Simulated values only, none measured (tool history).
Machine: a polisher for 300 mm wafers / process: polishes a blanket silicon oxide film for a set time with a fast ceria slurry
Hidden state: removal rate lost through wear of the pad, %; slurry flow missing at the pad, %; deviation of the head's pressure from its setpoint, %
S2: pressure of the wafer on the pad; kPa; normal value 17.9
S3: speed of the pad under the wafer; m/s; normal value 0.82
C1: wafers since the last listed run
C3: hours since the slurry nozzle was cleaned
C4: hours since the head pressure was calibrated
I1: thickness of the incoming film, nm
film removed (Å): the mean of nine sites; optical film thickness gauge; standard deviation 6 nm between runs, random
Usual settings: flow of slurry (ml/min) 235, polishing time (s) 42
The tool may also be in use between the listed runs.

run 1 hour=0 | flow_of_slurry_(ml/min)=235 S2=17.9 S3=0.82 polishing_time_(s)=42 | C1=0 wafers_polished_on_this_pad=1264 C3=468.8 C4=678.2 | I1=3732 | film_removed_(Å)=5301
-- hour=16.7 slurry nozzle cleaned
run 2 hour=45.1 | flow_of_slurry_(ml/min)=235 S2=17.9 S3=0.82 polishing_time_(s)=42 | C1=301 wafers_polished_on_this_pad=1565 C3=28.4 C4=723.3 | I1=3734.4 | film_removed_(Å)=5305
run 3 hour=86.2 | flow_of_slurry_(ml/min)=235 S2=17.9 S3=0.82 polishing_time_(s)=42 | C1=281 wafers_polished_on_this_pad=1846 C3=69.5 C4=764.4 | I1=3828.1 | film_removed_(Å)=5349
run 4 hour=121.2 | flow_of_slurry_(ml/min)=235 S2=17.9 S3=0.82 polishing_time_(s)=42 | C1=239 wafers_polished_on_this_pad=2086 C3=104.5 C4=799.4 | I1=3788.9 | film_removed_(Å)=5280
-- hour=159.6 worn pad replaced by a new one
run 5 hour=160.1 | flow_of_slurry_(ml/min)=280 S2=14.5 S3=0.82 polishing_time_(s)=42 | C1=238 wafers_polished_on_this_pad=3 C3=143.4 C4=838.3 | I1=3770.1 | film_removed_(Å)=4522
run 6 hour=190.1 | flow_of_slurry_(ml/min)=235 S2=22.1 S3=0.82 polishing_time_(s)=42 | C1=205 wafers_polished_on_this_pad=208 C3=173.4 C4=868.3 | I1=3838.6 | film_removed_(Å)=6515
run 7 hour=239.2 | flow_of_slurry_(ml/min)=235 S2=22.1 S3=0.82 polishing_time_(s)=42 | C1=335 wafers_polished_on_this_pad=544 C3=222.5 C4=917.4 | I1=3861.4 | film_removed_(Å)=6498
run 8 hour=264.7 | flow_of_slurry_(ml/min)=235 S2=15.9 S3=0.82 polishing_time_(s)=42 | C1=174 wafers_polished_on_this_pad=718 C3=248 C4=942.9 | I1=3781.1 | film_removed_(Å)=4906
-- hour=281.9 head pressure recalibrated
run 9 hour=291 | flow_of_slurry_(ml/min)=235 S2=15.9 S3=0.82 polishing_time_(s)=42 | C1=166 wafers_polished_on_this_pad=885 C3=274.3 C4=9.1 | I1=3795.7 | film_removed_(Å)=4538
run 10 hour=353.8 | flow_of_slurry_(ml/min)=235 S2=15.9 S3=0.82 polishing_time_(s)=42 | C1=429 wafers_polished_on_this_pad=1314 C3=337.1 C4=71.9 | I1=3730.7 | film_removed_(Å)=4552
run 11 hour=394.1 | flow_of_slurry_(ml/min)=235 S2=17.9 S3=0.82 polishing_time_(s)=42 | C1=275 wafers_polished_on_this_pad=1590 C3=377.4 C4=112.2 | I1=3827.9 | film_removed_(Å)=5114
run 12 hour=419.5 | flow_of_slurry_(ml/min)=235 S2=17.9 S3=0.82 polishing_time_(s)=42 | C1=173 wafers_polished_on_this_pad=1764 C3=402.8 C4=137.6 | I1=3834.3 | film_removed_(Å)=5064
-- hour=442 slurry nozzle cleaned
run 13 hour=445.9 | flow_of_slurry_(ml/min)=210 S2=17.9 S3=0.82 polishing_time_(s)=42 | C1=173 wafers_polished_on_this_pad=1937 C3=3.9 C4=164 | I1=3765.9 | film_removed_(Å)=5108
run 14 hour=517.4 | flow_of_slurry_(ml/min)=210 S2=17.9 S3=0.82 polishing_time_(s)=42 | C1=489 wafers_polished_on_this_pad=2427 C3=75.4 C4=235.5 | I1=3838.3 | film_removed_(Å)=5011
-- hour=549 worn pad replaced by a new one
run 15 hour=570.8 | flow_of_slurry_(ml/min)=185 S2=17.9 S3=0.82 polishing_time_(s)=42 | C1=337 wafers_polished_on_this_pad=148 C3=128.8 C4=288.9 | I1=3811.1 | film_removed_(Å)=5141
run 16 hour=608.7 | flow_of_slurry_(ml/min)=185 S2=17.9 S3=0.82 polishing_time_(s)=42 | C1=259 wafers_polished_on_this_pad=408 C3=166.7 C4=326.8 | I1=3774.5 | film_removed_(Å)=5018
run 17 hour=734.6 | flow_of_slurry_(ml/min)=235 S2=14.5 S3=0.82 polishing_time_(s)=42 | C1=861 wafers_polished_on_this_pad=1269 C3=292.6 C4=452.7 | I1=3755.7 | film_removed_(Å)=4346
run 18 hour=798.7 | flow_of_slurry_(ml/min)=235 S2=14.5 S3=0.82 polishing_time_(s)=47 | C1=438 wafers_polished_on_this_pad=1708 C3=356.7 C4=516.8 | I1=3812.6 | film_removed_(Å)=4763
-- hour=813.7 slurry nozzle cleaned
run 19 hour=859.2 | flow_of_slurry_(ml/min)=160 S2=17.9 S3=0.6 polishing_time_(s)=28 | C1=407 wafers_polished_on_this_pad=2115 C3=45.5 C4=577.3 | I1=3752.2 | film_removed_(Å)=2625
-- hour=872.7 worn pad replaced by a new one
run 20 hour=901.6 | flow_of_slurry_(ml/min)=235 S2=17.9 S3=1.06 polishing_time_(s)=51 | C1=262 wafers_polished_on_this_pad=197 C3=87.9 C4=619.7 | I1=3805.7 | film_removed_(Å)=8357
run 21 hour=952.3 | flow_of_slurry_(ml/min)=235 S2=17.9 S3=0.82 polishing_time_(s)=42 | C1=346 wafers_polished_on_this_pad=544 C3=138.6 C4=670.4 | I1=3798.2 | film_removed_(Å)=5359
run 22 hour=1015.8 | flow_of_slurry_(ml/min)=195 S2=17.9 S3=0.58 polishing_time_(s)=32 | C1=434 wafers_polished_on_this_pad=979 C3=202.1 C4=733.9 | I1=3817 | film_removed_(Å)=3028
run 23 hour=1081.7 | flow_of_slurry_(ml/min)=235 S2=12.4 S3=0.82 polishing_time_(s)=46 | C1=450 wafers_polished_on_this_pad=1429 C3=268 C4=799.8 | I1=3882.8 | film_removed_(Å)=4348
run 24 hour=1111.1 | flow_of_slurry_(ml/min)=175 S2=22.8 S3=0.82 polishing_time_(s)=42 | C1=201 wafers_polished_on_this_pad=1631 C3=297.4 C4=829.2 | I1=3774.3 | film_removed_(Å)=6535
run 25 hour=1213.9 | flow_of_slurry_(ml/min)=180 S2=22.8 S3=0.82 polishing_time_(s)=28 | C1=703 wafers_polished_on_this_pad=2334 C3=400.2 C4=932 | I1=3783.8 | film_removed_(Å)=4433
-- hour=1235.9 worn pad replaced by a new one
run 26 hour=1260.8 | flow_of_slurry_(ml/min)=270 S2=12.4 S3=0.62 polishing_time_(s)=48 | C1=293 wafers_polished_on_this_pad=170 C3=447.1 C4=978.9 | I1=3812.1 | film_removed_(Å)=3726
-- hour=1280.4 slurry nozzle cleaned
run 27 hour=1312.7 | flow_of_slurry_(ml/min)=190 S2=15.2 S3=1.04 polishing_time_(s)=56 | C1=348 wafers_polished_on_this_pad=518 C3=32.3 C4=1030.8 | I1=3889.7 | film_removed_(Å)=7825
run 28 hour=1371.6 | flow_of_slurry_(ml/min)=310 S2=17.9 S3=1 polishing_time_(s)=42 | C1=402 wafers_polished_on_this_pad=921 C3=91.2 C4=1089.7 | I1=3847.2 | film_removed_(Å)=6790
-- hour=1382.7 head pressure recalibrated
run 29 hour=1421.2 | flow_of_slurry_(ml/min)=235 S2=17.9 S3=0.56 polishing_time_(s)=54 | C1=325 wafers_polished_on_this_pad=1247 C3=140.8 C4=38.5 | I1=3785.6 | film_removed_(Å)=4672
run 30 hour=1464.2 | flow_of_slurry_(ml/min)=235 S2=20 S3=0.82 polishing_time_(s)=42 | C1=294 wafers_polished_on_this_pad=1541 C3=183.8 C4=81.5 | I1=3781.2 | film_removed_(Å)=5513
run 31 hour=1534.1 | flow_of_slurry_(ml/min)=235 S2=17.9 S3=0.82 polishing_time_(s)=42 | C1=478 wafers_polished_on_this_pad=2019 C3=253.7 C4=151.4 | I1=3763.7 | film_removed_(Å)=4944
-- hour=1580.4 worn pad replaced by a new one
run 32 hour=1593.5 | flow_of_slurry_(ml/min)=270 S2=21.4 S3=0.82 polishing_time_(s)=42 | C1=379 wafers_polished_on_this_pad=89 C3=313.1 C4=210.8 | I1=3744.7 | film_removed_(Å)=5959
-- hour=1688.9 slurry nozzle cleaned
run 33 hour=1717.1 | flow_of_slurry_(ml/min)=175 S2=12.4 S3=0.7 polishing_time_(s)=56 | C1=838 wafers_polished_on_this_pad=928 C3=28.2 C4=334.4 | I1=3865.7 | film_removed_(Å)=4159
run 34 hour=1789 | flow_of_slurry_(ml/min)=235 S2=17.9 S3=0.82 polishing_time_(s)=42 | C1=491 wafers_polished_on_this_pad=1420 C3=100.1 C4=406.3 | I1=3810.8 | film_removed_(Å)=5256

Here are 3 independent what-if runs from the current tool condition. What would each one return?
run A hour=1789.4 | flow_of_slurry_(ml/min)=235 S2=17.9 S3=0.82 polishing_time_(s)=42 | C1=2 wafers_polished_on_this_pad=1423 C3=100.5 C4=406.7 | I1=3751.9 | film_removed_(Å)=?
run B hour=1789.4 | flow_of_slurry_(ml/min)=280 S2=15.2 S3=0.82 polishing_time_(s)=52 | C1=2 wafers_polished_on_this_pad=1423 C3=100.5 C4=406.7 | I1=3751.9 | film_removed_(Å)=?
run C hour=1789.4 | flow_of_slurry_(ml/min)=235 S2=17.9 S3=0.66 polishing_time_(s)=28 | C1=2 wafers_polished_on_this_pad=1423 C3=100.5 C4=406.7 | I1=3751.9 | film_removed_(Å)=?

run=A film_removed_(Å)=5146
run=B film_removed_(Å)=5595
run=C film_removed_(Å)=2841
With no hidden state in the tool, these same runs would have given:
run=A film_removed_(Å)=4879
run=B film_removed_(Å)=5305
run=C film_removed_(Å)=2694

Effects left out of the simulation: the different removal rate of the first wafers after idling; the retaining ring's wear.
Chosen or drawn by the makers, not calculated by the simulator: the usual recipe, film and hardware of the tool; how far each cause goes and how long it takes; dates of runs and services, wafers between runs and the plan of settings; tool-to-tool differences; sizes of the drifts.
